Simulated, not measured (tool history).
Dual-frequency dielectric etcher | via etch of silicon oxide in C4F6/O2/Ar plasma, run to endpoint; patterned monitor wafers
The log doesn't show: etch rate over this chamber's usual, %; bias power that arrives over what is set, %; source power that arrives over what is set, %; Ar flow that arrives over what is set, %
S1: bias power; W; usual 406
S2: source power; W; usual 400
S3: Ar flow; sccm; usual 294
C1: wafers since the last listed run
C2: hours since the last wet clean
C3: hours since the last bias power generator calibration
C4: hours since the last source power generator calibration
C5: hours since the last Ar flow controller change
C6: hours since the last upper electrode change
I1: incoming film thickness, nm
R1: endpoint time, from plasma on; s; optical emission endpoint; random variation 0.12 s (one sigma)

run,hour,S1,S2,S3,C1,C2,C3,C4,C5,C6,I1,R1
1,0,406,400,294,0,453.9,3058.3,2185.2,1872.1,6330.6,117.1,29.4
2,10.2,406,400,294,158,464.1,3068.5,2195.4,1882.3,6340.8,116.3,29.4
3,18.4,406,400,294,127,472.3,3076.7,2203.6,1890.5,6349,116,29.3
4,28.5,406,470,294,157,482.4,3086.8,2213.7,1900.6,6359.1,117.2,28
5,36.8,406,400,263,129,490.7,3095.1,2222,1908.9,6367.4,114.9,28.5
# hour 79.8: source power generator calibrated
# hour 95.9: wet clean of the chamber
# hour 97.1: Ar flow controller replaced
6,97.6,406,400,263,614,1.7,3155.9,17.8,0.5,6428.2,116.4,30.2
7,97.9,406,400,263,4,2,3156.2,18.1,0.8,6428.5,115.8,29.8
8,98.2,406,430,294,4,2.3,3156.5,18.4,1.1,6428.8,117.2,29.9
# hour 123.8: upper electrode replaced
# hour 140.8: wet clean of the chamber, repeated, since the last time left the tool worse
9,141.3,376,490,351,32,0.5,3199.6,61.5,44.2,17.5,116.9,28.2
10,141.6,487,480,294,4,0.8,3199.9,61.8,44.5,17.8,116.9,25.5
11,141.9,406,400,294,4,1.1,3200.2,62.1,44.8,18.1,117.4,28.7
12,146.2,406,400,250,66,5.4,3204.5,66.4,49.1,22.4,116,27.9

Forecast run 13:
# hour 156.2: bias power generator calibrated
13,161.1,406,400,294,169,20.3,4.9,81.3,64,37.3,115.2,?

{"run 13": {"R1": 28.3}}
Without the tool's hidden state the same run would have given R1 28.3 s.
